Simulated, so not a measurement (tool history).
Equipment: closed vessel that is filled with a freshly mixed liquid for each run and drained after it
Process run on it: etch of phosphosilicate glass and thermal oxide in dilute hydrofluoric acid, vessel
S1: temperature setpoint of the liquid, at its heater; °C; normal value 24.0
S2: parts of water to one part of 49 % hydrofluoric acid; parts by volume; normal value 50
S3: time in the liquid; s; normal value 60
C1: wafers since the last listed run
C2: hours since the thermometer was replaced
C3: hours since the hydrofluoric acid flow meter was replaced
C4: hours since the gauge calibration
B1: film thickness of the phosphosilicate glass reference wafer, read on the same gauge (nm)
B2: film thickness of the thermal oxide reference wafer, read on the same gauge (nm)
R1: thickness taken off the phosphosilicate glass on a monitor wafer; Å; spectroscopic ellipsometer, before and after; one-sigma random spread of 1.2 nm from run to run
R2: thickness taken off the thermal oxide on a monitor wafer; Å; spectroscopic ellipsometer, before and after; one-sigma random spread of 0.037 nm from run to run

{"run": 1, "hour": 0.0, "S1": 24.0, "S2": 50, "S3": 70, "C1": 0, "C2": 415.1, "C3": 545.3, "C4": 91.5, "B1": 110.05, "B2": 150.02, "R1": 1901.0, "R2": 63.7}
{"run": 2, "hour": 18.6, "S1": 24.0, "S2": 50, "S3": 70, "C1": 2458, "C2": 433.7, "C3": 563.9, "C4": 110.1, "B1": 109.98, "B2": 150.0, "R1": 1899.2, "R2": 63.8}
{"run": 3, "hour": 51.8, "S1": 24.0, "S2": 50, "S3": 80, "C1": 4388, "C2": 466.9, "C3": 597.1, "C4": 143.3, "B1": 109.95, "B2": 149.99, "R1": 2156.2, "R2": 72.9}
{"run": 4, "hour": 81.1, "S1": 24.0, "S2": 50, "S3": 80, "C1": 3872, "C2": 496.2, "C3": 626.4, "C4": 172.6, "B1": 109.98, "B2": 150.03, "R1": 2156.0, "R2": 71.8}
{"run": 5, "hour": 100.1, "S1": 24.0, "S2": 50, "S3": 80, "C1": 2511, "C2": 515.2, "C3": 645.4, "C4": 191.6, "B1": 110.02, "B2": 149.99, "R1": 2143.5, "R2": 72.3}
{"run": 6, "hour": 122.7, "S1": 24.0, "S2": 50, "S3": 60, "C1": 2987, "C2": 537.8, "C3": 668.0, "C4": 214.2, "B1": 110.02, "B2": 150.01, "R1": 1623.6, "R2": 54.3}
{"run": 7, "hour": 137.7, "S1": 24.0, "S2": 50, "S3": 60, "C1": 1982, "C2": 552.8, "C3": 683.0, "C4": 229.2, "B1": 109.98, "B2": 150.01, "R1": 1603.3, "R2": 54.3}
{"run": 8, "hour": 150.8, "S1": 24.0, "S2": 50, "S3": 60, "C1": 1731, "C2": 565.9, "C3": 696.1, "C4": 242.3, "B1": 109.99, "B2": 149.99, "R1": 1588.4, "R2": 54.0}
{"run": 9, "hour": 174.5, "S1": 24.0, "S2": 50, "S3": 85, "C1": 3132, "C2": 589.6, "C3": 719.8, "C4": 266.0, "B1": 109.94, "B2": 150.06, "R1": 2275.9, "R2": 75.6}
{"run": 10, "hour": 195.6, "S1": 24.0, "S2": 50, "S3": 75, "C1": 2788, "C2": 610.7, "C3": 740.9, "C4": 287.1, "B1": 110.02, "B2": 149.98, "R1": 1982.0, "R2": 67.3}
{"hour": 199.8, "done": "thermometer replaced"}
{"run": 11, "hour": 267.9, "S1": 24.0, "S2": 50, "S3": 75, "C1": 9424, "C2": 68.1, "C3": 813.2, "C4": 359.4, "B1": 109.97, "B2": 150.06, "R1": 2101.8, "R2": 70.4}
{"run": 12, "hour": 285.9, "S1": 24.0, "S2": 50, "S3": 75, "C1": 2379, "C2": 86.1, "C3": 831.2, "C4": 377.4, "B1": 110.04, "B2": 150.02, "R1": 2133.2, "R2": 70.7}
{"run": 13, "hour": 308.4, "S1": 24.0, "S2": 30, "S3": 60, "C1": 2973, "C2": 108.6, "C3": 853.7, "C4": 399.9, "B1": 109.95, "B2": 149.98, "R1": 2864.5, "R2": 95.9}
{"run": 14, "hour": 338.6, "S1": 20.0, "S2": 50, "S3": 50, "C1": 3991, "C2": 138.8, "C3": 883.9, "C4": 430.1, "B1": 110.01, "B2": 149.95, "R1": 1192.2, "R2": 39.4}
{"run": 15, "hour": 355.4, "S1": 24.0, "S2": 50, "S3": 60, "C1": 2220, "C2": 155.6, "C3": 900.7, "C4": 446.9, "B1": 110.0, "B2": 150.02, "R1": 1669.5, "R2": 56.3}
{"hour": 374.1, "done": "hydrofluoric acid flow meter replaced"}
{"run": 16, "hour": 381.4, "S1": 20.0, "S2": 50, "S3": 60, "C1": 3304, "C2": 181.6, "C3": 7.3, "C4": 472.9, "B1": 110.01, "B2": 149.99, "R1": 1413.1, "R2": 47.4}
{"hour": 383.5, "done": "gauge calibrated"}
{"run": 17, "hour": 404.9, "S1": 24.0, "S2": 50, "S3": 80, "C1": 3106, "C2": 205.1, "C3": 30.8, "C4": 21.4, "B1": 110.02, "B2": 149.95, "R1": 2232.3, "R2": 74.9}
{"run": 18, "hour": 426.9, "S1": 19.5, "S2": 25, "S3": 80, "C1": 2907, "C2": 227.1, "C3": 52.8, "C4": 43.4, "B1": 110.0, "B2": 149.98, "R1": 3783.5, "R2": 127.7}
{"run": 19, "hour": 453.6, "S1": 24.0, "S2": 50, "S3": 60, "C1": 3529, "C2": 253.8, "C3": 79.5, "C4": 70.1, "B1": 109.98, "B2": 150.02, "R1": 1668.0, "R2": 55.7}
{"run": 20, "hour": 474.6, "S1": 25.5, "S2": 35, "S3": 35, "C1": 2775, "C2": 274.8, "C3": 100.5, "C4": 91.1, "B1": 110.01, "B2": 150.01, "R1": 1502.6, "R2": 50.0}
{"run": 21, "hour": 507.9, "S1": 26.5, "S2": 50, "S3": 40, "C1": 4401, "C2": 308.1, "C3": 133.8, "C4": 124.4, "B1": 109.94, "B2": 150.02, "R1": 1214.9, "R2": 41.0}
{"run": 22, "hour": 542.6, "S1": 24.0, "S2": 50, "S3": 60, "C1": 4586, "C2": 342.8, "C3": 168.5, "C4": 159.1, "B1": 109.96, "B2": 150.02, "R1": 1622.6, "R2": 55.0}
{"run": 23, "hour": 601.3, "S1": 28.5, "S2": 75, "S3": 60, "C1": 7758, "C2": 401.5, "C3": 227.2, "C4": 217.8, "B1": 109.96, "B2": 150.0, "R1": 1258.0, "R2": 42.5}
{"run": 24, "hour": 628.7, "S1": 24.0, "S2": 50, "S3": 30, "C1": 3621, "C2": 428.9, "C3": 254.6, "C4": 245.2, "B1": 110.02, "B2": 149.99, "R1": 813.8, "R2": 27.3}
{"run": 25, "hour": 644.1, "S1": 26.5, "S2": 60, "S3": 40, "C1": 2035, "C2": 444.3, "C3": 270.0, "C4": 260.6, "B1": 110.02, "B2": 150.0, "R1": 974.1, "R2": 33.1}
{"run": 26, "hour": 663.6, "S1": 24.0, "S2": 50, "S3": 90, "C1": 2577, "C2": 463.8, "C3": 289.5, "C4": 280.1, "B1": 109.98, "B2": 149.99, "R1": 2409.1, "R2": 82.0}

4 options for the next run, each taken on its own from the tool as it stands now. Forecast them:
{"run": "A", "hour": 664.3, "S1": 24.0, "S2": 50, "S3": 60, "C1": 92, "C2": 464.5, "C3": 290.2, "C4": 280.8, "B1": "?", "B2": "?", "R1": "?", "R2": "?"}
{"run": "B", "hour": 664.3, "S1": 21.0, "S2": 40, "S3": 60, "C1": 92, "C2": 464.5, "C3": 290.2, "C4": 280.8, "B1": "?", "B2": "?", "R1": "?", "R2": "?"}
{"run": "C", "hour": 664.3, "S1": 27.5, "S2": 35, "S3": 30, "C1": 92, "C2": 464.5, "C3": 290.2, "C4": 280.8, "B1": "?", "B2": "?", "R1": "?", "R2": "?"}
{"run": "D", "hour": 664.3, "S1": 21.0, "S2": 50, "S3": 90, "C1": 92, "C2": 464.5, "C3": 290.2, "C4": 280.8, "B1": "?", "B2": "?", "R1": "?", "R2": "?"}

run=A B1=110.03 B2=150.00 R1=1620.1 R2=54.9
run=B B1=110.03 B2=150.00 R1=1806.9 R2=61.2
run=C B1=110.03 B2=150.00 R1=1364.3 R2=46.2
run=D B1=110.03 B2=150.00 R1=2142.4 R2=72.5
Take away the tool's hidden state, keep each run's random variation, and the runs would have read:
run=A R1=1695.5 R2=57.4
run=B R1=1893.7 R2=64.1
run=C R1=1426.8 R2=48.3
run=D R1=2244.5 R2=76.0

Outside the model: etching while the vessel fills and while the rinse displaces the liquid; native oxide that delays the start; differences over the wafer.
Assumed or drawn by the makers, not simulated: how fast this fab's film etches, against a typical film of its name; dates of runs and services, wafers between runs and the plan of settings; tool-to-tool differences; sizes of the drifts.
